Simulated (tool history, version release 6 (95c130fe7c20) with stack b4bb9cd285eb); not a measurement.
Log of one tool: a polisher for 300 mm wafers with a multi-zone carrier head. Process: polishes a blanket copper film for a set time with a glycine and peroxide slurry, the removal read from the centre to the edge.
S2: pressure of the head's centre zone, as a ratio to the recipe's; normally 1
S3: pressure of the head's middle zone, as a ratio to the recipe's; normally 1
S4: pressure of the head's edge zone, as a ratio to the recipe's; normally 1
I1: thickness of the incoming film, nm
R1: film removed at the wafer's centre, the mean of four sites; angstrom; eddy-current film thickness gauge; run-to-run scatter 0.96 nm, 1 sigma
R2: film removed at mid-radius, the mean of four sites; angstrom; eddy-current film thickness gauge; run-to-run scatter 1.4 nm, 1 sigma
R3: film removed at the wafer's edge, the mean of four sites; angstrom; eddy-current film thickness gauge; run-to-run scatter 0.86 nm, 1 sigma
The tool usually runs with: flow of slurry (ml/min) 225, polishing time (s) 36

{"run": 1, "hour": 0.0, "flow of slurry (ml/min)": 225, "S2": 0.91, "S3": 1, "S4": 1, "polishing time (s)": 36, "I1": 1723.5, "R1": 975, "R2": 982, "R3": 1012}
{"run": 2, "hour": 12.8, "flow of slurry (ml/min)": 225, "S2": 0.91, "S3": 1, "S4": 1, "polishing time (s)": 36, "I1": 1742.1, "R1": 986, "R2": 991, "R3": 983}
{"run": 3, "hour": 21.0, "flow of slurry (ml/min)": 225, "S2": 1, "S3": 1, "S4": 1, "polishing time (s)": 36, "I1": 1712.1, "R1": 1062, "R2": 987, "R3": 982}
{"run": 4, "hour": 33.7, "flow of slurry (ml/min)": 225, "S2": 1, "S3": 1, "S4": 1, "polishing time (s)": 36, "I1": 1720, "R1": 1062, "R2": 1002, "R3": 989}
{"run": 5, "hour": 41.1, "flow of slurry (ml/min)": 225, "S2": 1, "S3": 1, "S4": 1, "polishing time (s)": 36, "I1": 1738, "R1": 1076, "R2": 992, "R3": 990}
{"run": 6, "hour": 57.5, "flow of slurry (ml/min)": 225, "S2": 1, "S3": 1, "S4": 1, "polishing time (s)": 36, "I1": 1719.1, "R1": 1078, "R2": 997, "R3": 989}
{"hour": 64.1, "done": "edge zone pressure recalibrated"}
{"run": 7, "hour": 68.2, "flow of slurry (ml/min)": 225, "S2": 1, "S3": 1, "S4": 1, "polishing time (s)": 36, "I1": 1709.2, "R1": 1079, "R2": 973, "R3": 992}
{"run": 8, "hour": 76.4, "flow of slurry (ml/min)": 225, "S2": 1, "S3": 0.97, "S4": 1, "polishing time (s)": 36, "I1": 1724.9, "R1": 1052, "R2": 945, "R3": 991}
{"hour": 90.1, "done": "worn pad replaced by a new one"}
{"hour": 90.5, "done": "slurry nozzle cleaned"}
{"run": 9, "hour": 90.9, "flow of slurry (ml/min)": 225, "S2": 1, "S3": 0.97, "S4": 1, "polishing time (s)": 36, "I1": 1724.3, "R1": 1089, "R2": 952, "R3": 996}
{"run": 10, "hour": 101.9, "flow of slurry (ml/min)": 225, "S2": 1.05, "S3": 1, "S4": 0.92, "polishing time (s)": 33, "I1": 1753.6, "R1": 1024, "R2": 904, "R3": 877}
{"run": 11, "hour": 113.9, "flow of slurry (ml/min)": 225, "S2": 1.05, "S3": 1, "S4": 0.92, "polishing time (s)": 33, "I1": 1718.7, "R1": 1028, "R2": 913, "R3": 885}
{"run": 12, "hour": 127.9, "flow of slurry (ml/min)": 225, "S2": 1, "S3": 1, "S4": 1, "polishing time (s)": 36, "I1": 1725.6, "R1": 1084, "R2": 1000, "R3": 995}
{"hour": 133.4, "done": "carrier head's membrane replaced by a new one"}
{"hour": 142.9, "done": "centre zone pressure recalibrated"}
{"run": 13, "hour": 148.3, "flow of slurry (ml/min)": 225, "S2": 1, "S3": 1.09, "S4": 1, "polishing time (s)": 43, "I1": 1749.4, "R1": 1207, "R2": 1273, "R3": 1209}
{"run": 14, "hour": 163.8, "flow of slurry (ml/min)": 225, "S2": 1, "S3": 1, "S4": 1, "polishing time (s)": 36, "I1": 1731.3, "R1": 1002, "R2": 969, "R3": 999}
{"run": 15, "hour": 178.1, "flow of slurry (ml/min)": 170, "S2": 0.95, "S3": 1.1, "S4": 1.07, "polishing time (s)": 36, "I1": 1751.7, "R1": 959, "R2": 1033, "R3": 1019}
{"run": 16, "hour": 187.3, "flow of slurry (ml/min)": 225, "S2": 1, "S3": 1, "S4": 1, "polishing time (s)": 36, "I1": 1716.8, "R1": 997, "R2": 981, "R3": 978}
{"run": 17, "hour": 193.7, "flow of slurry (ml/min)": 275, "S2": 1, "S3": 1, "S4": 0.9, "polishing time (s)": 36, "I1": 1748.5, "R1": 1017, "R2": 1001, "R3": 965}
{"run": 18, "hour": 209.9, "flow of slurry (ml/min)": 225, "S2": 1, "S3": 1, "S4": 1, "polishing time (s)": 36, "I1": 1740.3, "R1": 985, "R2": 973, "R3": 999}
{"run": 19, "hour": 221.3, "flow of slurry (ml/min)": 155, "S2": 0.96, "S3": 1.03, "S4": 1, "polishing time (s)": 47, "I1": 1749, "R1": 1203, "R2": 1275, "R3": 1252}
{"run": 20, "hour": 233.6, "flow of slurry (ml/min)": 260, "S2": 1, "S3": 1, "S4": 1, "polishing time (s)": 36, "I1": 1701.6, "R1": 1009, "R2": 1000, "R3": 1003}
{"hour": 238.8, "done": "worn pad replaced by a new one"}
{"run": 21, "hour": 244.3, "flow of slurry (ml/min)": 225, "S2": 0.95, "S3": 1.06, "S4": 1.1, "polishing time (s)": 45, "I1": 1740.5, "R1": 1191, "R2": 1323, "R3": 1285}
{"run": 22, "hour": 255.8, "flow of slurry (ml/min)": 280, "S2": 1.11, "S3": 1, "S4": 1.05, "polishing time (s)": 48, "I1": 1731.7, "R1": 1486, "R2": 1352, "R3": 1360}
{"run": 23, "hour": 263.6, "flow of slurry (ml/min)": 225, "S2": 0.9, "S3": 1, "S4": 1, "polishing time (s)": 44, "I1": 1700.9, "R1": 1111, "R2": 1231, "R3": 1201}

Each row is a separate what-if for the run after 23, all from the same tool condition, not one after another. Results?
{"run": "A", "hour": 264.0, "flow of slurry (ml/min)": 225, "S2": 1, "S3": 1, "S4": 1, "polishing time (s)": 36, "I1": 1724.3, "R1": "?", "R2": "?", "R3": "?"}
{"run": "B", "hour": 264.0, "flow of slurry (ml/min)": 275, "S2": 1, "S3": 1.12, "S4": 1, "polishing time (s)": 36, "I1": 1724.3, "R1": "?", "R2": "?", "R3": "?"}
{"run": "C", "hour": 264.0, "flow of slurry (ml/min)": 225, "S2": 1.09, "S3": 1.1, "S4": 1, "polishing time (s)": 36, "I1": 1724.3, "R1": "?", "R2": "?", "R3": "?"}

run=A R1=1003 R2=985 R3=990
run=B R1=1024 R2=1104 R3=1002
run=C R1=1070 R2=1068 R3=989
Take away the tool's hidden state, keep each run's random variation, and the runs would have read:
run=A R1=989 R2=985 R3=990
run=B R1=1009 R2=1104 R3=1002
run=C R1=1055 R2=1068 R3=989
